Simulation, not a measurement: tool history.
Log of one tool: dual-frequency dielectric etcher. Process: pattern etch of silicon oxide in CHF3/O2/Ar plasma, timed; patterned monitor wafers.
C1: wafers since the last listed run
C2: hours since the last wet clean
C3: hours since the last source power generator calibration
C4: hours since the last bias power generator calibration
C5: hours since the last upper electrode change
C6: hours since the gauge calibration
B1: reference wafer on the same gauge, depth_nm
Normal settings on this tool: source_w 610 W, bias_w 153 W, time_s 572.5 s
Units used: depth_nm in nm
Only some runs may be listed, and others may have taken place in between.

Run 1, day 0.000: usual settings but time_s 505.5 s; C1 0; C2 747.6; C3 36.9; C4 1614.8; C5 5660.4; C6 3054.4; B1 1121.1. Result: depth_nm 966.2 nm.
Run 2, day 4.192: usual settings; C1 345; C2 848.2; C3 137.5; C4 1715.4; C5 5761.0; C6 3155.0; B1 1124.2. Result: depth_nm 1091.8 nm.
At day 5.829: wet clean of the chamber.
Run 3, day 8.525: usual settings; C1 274; C2 64.7; C3 241.5; C4 1819.4; C5 5865.0; C6 3259.0; B1 1125.1. Result: depth_nm 1088.4 nm.
Run 4, day 10.321: usual settings; C1 147; C2 107.8; C3 284.6; C4 1862.5; C5 5908.1; C6 3302.1; B1 1124.1. Result: depth_nm 1092.0 nm.
Run 5, day 13.654: usual settings; C1 274; C2 187.8; C3 364.6; C4 1942.5; C5 5988.1; C6 3382.1; B1 1124.4. Result: depth_nm 1093.1 nm.
At day 16.150: bias power generator calibrated.
Run 6, day 17.438: usual settings; C1 297; C2 278.6; C3 455.4; C4 30.9; C5 6078.9; C6 3472.9; B1 1125.1. Result: depth_nm 1093.6 nm.
Run 7, day 20.033: usual settings but time_s 407.0 s; C1 213; C2 340.9; C3 517.7; C4 93.2; C5 6141.2; C6 3535.2; B1 1124.2. Result: depth_nm 776.8 nm.
Run 8, day 23.992: usual settings but source_w 530 W; C1 325; C2 435.9; C3 612.7; C4 188.2; C5 6236.2; C6 3630.2; B1 1126.5. Result: depth_nm 1014.5 nm.
At day 28.100: upper electrode replaced.
Run 9, day 28.362: usual settings but source_w 750 W, time_s 729.5 s; C1 277; C2 540.8; C3 717.6; C4 293.1; C5 6.3; C6 3735.1; B1 1125.2. Result: depth_nm 1554.2 nm.
At day 32.767: gauge calibrated.
Run 10, day 32.812: usual settings but time_s 742.5 s; C1 366; C2 647.6; C3 824.4; C4 399.9; C5 113.1; C6 1.1; B1 1109.9. Result: depth_nm 1405.6 nm.
Run 11, day 36.279: usual settings but source_w 510 W, bias_w 135 W, time_s 431.5 s; C1 285; C2 730.8; C3 907.6; C4 483.1; C5 196.3; C6 84.3; B1 1109.6. Result: depth_nm 704.7 nm.
Run 12, day 38.421: usual settings but bias_w 182 W; C1 176; C2 782.2; C3 959.0; C4 534.5; C5 247.7; C6 135.7; B1 1111.2. Result: depth_nm 1153.8 nm.
Run 13, day 40.538: usual settings but source_w 750 W, bias_w 140 W; C1 174; C2 833.0; C3 1009.8; C4 585.3; C5 298.5; C6 186.5; B1 1111.6. Result: depth_nm 1166.3 nm.
At day 42.108: wet clean of the chamber.
Run 14, day 44.267: usual settings but bias_w 130 W; C1 224; C2 51.8; C3 1099.3; C4 674.8; C5 388.0; C6 276.0; B1 1112.3. Result: depth_nm 1023.0 nm.
Run 15, day 48.167: usual settings but source_w 680 W, bias_w 140 W; C1 321; C2 145.4; C3 1192.9; C4 768.4; C5 481.6; C6 369.6; B1 1111.2. Result: depth_nm 1115.6 nm.
Run 16, day 52.800: usual settings but source_w 670 W, bias_w 176 W, time_s 527.5 s; C1 381; C2 256.6; C3 1304.1; C4 879.6; C5 592.8; C6 480.8; B1 1112.8. Result: depth_nm 1098.8 nm.
Run 17, day 55.004: usual settings but bias_w 173 W; C1 181; C2 309.5; C3 1357.0; C4 932.5; C5 645.7; C6 533.7; B1 1113.3. Result: depth_nm 1133.0 nm.
Run 18, day 57.396: usual settings; C1 196; C2 366.9; C3 1414.4; C4 989.9; C5 703.1; C6 591.1; B1 1114.5. Result: depth_nm 1080.7 nm.
Run 19, day 59.000: usual settings but time_s 412.5 s; C1 132; C2 405.4; C3 1452.9; C4 1028.4; C5 741.6; C6 629.6; B1 1113.0. Result: depth_nm 780.3 nm.
Run 20, day 60.846: usual settings but source_w 680 W, bias_w 165 W, time_s 475.0 s; C1 151; C2 449.7; C3 1497.2; C4 1072.7; C5 785.9; C6 673.9; B1 1113.9. Result: depth_nm 978.7 nm.
Run 21, day 64.579: usual settings but source_w 730 W, bias_w 123 W; C1 307; C2 539.3; C3 1586.8; C4 1162.3; C5 875.5; C6 763.5; B1 1113.8. Result: depth_nm 1103.3 nm.
Run 22, day 68.812: usual settings; C1 348; C2 640.9; C3 1688.4; C4 1263.9; C5 977.1; C6 865.1; B1 1113.8. Result: depth_nm 1086.5 nm.
Run 23, day 72.333: usual settings; C1 289; C2 725.4; C3 1772.9; C4 1348.4; C5 1061.6; C6 949.6; B1 1115.0. Result: depth_nm 1086.5 nm.
Run 24, day 76.725: usual settings but source_w 510 W, bias_w 128 W, time_s 734.0 s; C1 361; C2 830.8; C3 1878.3; C4 1453.8; C5 1167.0; C6 1055.0; B1 1114.7. Result: depth_nm 1172.4 nm.
At day 78.746: wet clean of the chamber.
Run 25, day 79.962: usual settings but source_w 750 W, bias_w 140 W, time_s 423.5 s; C1 184; C2 29.2; C3 1956.0; C4 1531.5; C5 1244.7; C6 1132.7; B1 1116.2. Result: depth_nm 867.7 nm.
Run 26, day 83.138: usual settings but source_w 570 W, bias_w 169 W, time_s 486.5 s; C1 261; C2 105.4; C3 2032.2; C4 1607.7; C5 1320.9; C6 1208.9; B1 1115.8. Result: depth_nm 926.2 nm.
Run 27, day 86.400: usual settings but source_w 530 W, bias_w 122 W, time_s 616.0 s; C1 268; C2 183.7; C3 2110.5; C4 1686.0; C5 1399.2; C6 1287.2; B1 1117.2. Result: depth_nm 997.5 nm.
Run 28, day 90.608: usual settings; C1 346; C2 284.7; C3 2211.5; C4 1787.0; C5 1500.2; C6 1388.2; B1 1116.7. Result: depth_nm 1089.0 nm.
Run 29, day 94.958: usual settings but source_w 500 W, bias_w 128 W, time_s 630.0 s; C1 358; C2 389.1; C3 2315.9; C4 1891.4; C5 1604.6; C6 1492.6; B1 1116.5. Result: depth_nm 999.6 nm.

What if the next run were any one of these 4? Each begins from the tool's condition after run 29:
Run A, day 94.983: usual settings but bias_w 184 W; C1 2; C2 389.7; C3 2316.5; C4 1892.0; C5 1605.2; C6 1493.2; B1 ?. Result: depth_nm ?.
Run B, day 94.983: usual settings but source_w 470 W, bias_w 183 W, time_s 502.0 s; C1 2; C2 389.7; C3 2316.5; C4 1892.0; C5 1605.2; C6 1493.2; B1 ?. Result: depth_nm ?.
Run C, day 94.983: usual settings but source_w 530 W, bias_w 191 W, time_s 494.5 s; C1 2; C2 389.7; C3 2316.5; C4 1892.0; C5 1605.2; C6 1493.2; B1 ?. Result: depth_nm ?.
Run D, day 94.983: usual settings but time_s 480.0 s; C1 2; C2 389.7; C3 2316.5; C4 1892.0; C5 1605.2; C6 1493.2; B1 ?. Result: depth_nm ?.

run      B1  depth_nm
  A  1118.1    1161.5
  B  1118.1     877.7
  C  1118.1     942.1
  D  1118.1     910.0
Without the tool's unlogged condition, the same runs would have read:
run  depth_nm
  A    1153.7
  B     871.8
  C     935.8
  D     903.9
